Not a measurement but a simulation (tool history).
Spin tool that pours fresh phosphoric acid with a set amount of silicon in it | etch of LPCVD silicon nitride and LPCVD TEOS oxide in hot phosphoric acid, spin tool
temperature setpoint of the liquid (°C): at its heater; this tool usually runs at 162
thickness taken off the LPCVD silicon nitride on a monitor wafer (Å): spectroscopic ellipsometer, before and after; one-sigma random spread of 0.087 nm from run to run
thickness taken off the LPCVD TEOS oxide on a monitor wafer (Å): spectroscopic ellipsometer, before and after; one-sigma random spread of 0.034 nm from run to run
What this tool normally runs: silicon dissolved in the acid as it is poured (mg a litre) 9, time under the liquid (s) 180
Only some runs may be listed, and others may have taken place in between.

run,hour,temperature setpoint of the liquid (°C),silicon dissolved in the acid as it is poured (mg a litre),time under the liquid (s),"read-back film thickness of the LPCVD silicon nitride reference wafer, read on the same gauge (nm)","read-back film thickness of the LPCVD TEOS oxide reference wafer, read on the same gauge (nm)",thickness taken off the LPCVD silicon nitride on a monitor wafer (Å),thickness taken off the LPCVD TEOS oxide on a monitor wafer (Å)
1,0,162,9,130,110,60.001,119.8,10.92
2,17.5,162,9,130,109.97,60.014,119.8,11.07
3,35.1,162,9,130,110.01,59.999,120,11.62
4,44.1,162,9,225,110,60.014,205.6,18.86
5,58.5,162,9,225,109.99,60,209.1,18.86
6,73.2,162,9,225,109.98,59.998,211,18.12
7,90.4,162,9,180,110,60.001,165.9,15.5
8,101.5,162,5.5,85,110,60.005,78.6,7.85
9,116,160,4.5,240,110,59.985,207.7,19.93
10,123.9,162,9,180,110,59.996,167.6,15.4
# hour 134: heated supply line repaired
11,139.8,162,6,180,110.02,60.03,168.8,16.2
12,146.8,162,9,180,110,60.012,167.6,15.54
# hour 158.1: dissolved silicon flow meter replaced
13,162.9,162,9,180,110.01,60.028,167.2,15.38
# hour 167.6: thermometer replaced
14,171.5,159.5,12.5,180,110.04,60.001,143.4,10.11
15,189,162,12,180,109.98,59.987,156.1,12.62
# hour 192.1: gauge calibrated
16,203.1,163,5.5,240,109.98,60.01,213.6,19.36
17,213.7,162,9,95,110.01,60.008,82.2,6.94
18,231.4,162,9,180,109.97,59.992,155.6,12.76
19,247.2,162,9,180,109.99,59.964,157.1,12.58
20,258.7,161,7,240,109.98,60.048,201.8,16.81
21,268.5,164.5,11.5,215,109.99,59.982,200.8,17.96

Here are 5 independent what-if runs from the current tool condition. What would each one return?
A,269,162,9,180,?,?,?,?
B,269,162,11.5,115,?,?,?,?
C,269,162,11,150,?,?,?,?
D,269,164.5,3,180,?,?,?,?
E,269,162,15.5,135,?,?,?,?

run,"read-back film thickness of the LPCVD silicon nitride reference wafer, read on the same gauge (nm)","read-back film thickness of the LPCVD TEOS oxide reference wafer, read on the same gauge (nm)",thickness taken off the LPCVD silicon nitride on a monitor wafer (Å),thickness taken off the LPCVD TEOS oxide on a monitor wafer (Å)
A,109.97,59.998,156.3,13.31
B,109.97,59.998,99.8,8.04
C,109.97,59.998,130.2,10.61
D,109.97,59.998,169.7,18.06
E,109.97,59.998,117.2,8.58
Stripped of hidden state, with their random variation kept, the same runs would have yielded:
run,thickness taken off the LPCVD silicon nitride on a monitor wafer (Å),thickness taken off the LPCVD TEOS oxide on a monitor wafer (Å)
A,154.8,13.04
B,98.9,7.88
C,129,10.4
D,168.2,17.7
E,116.1,8.4
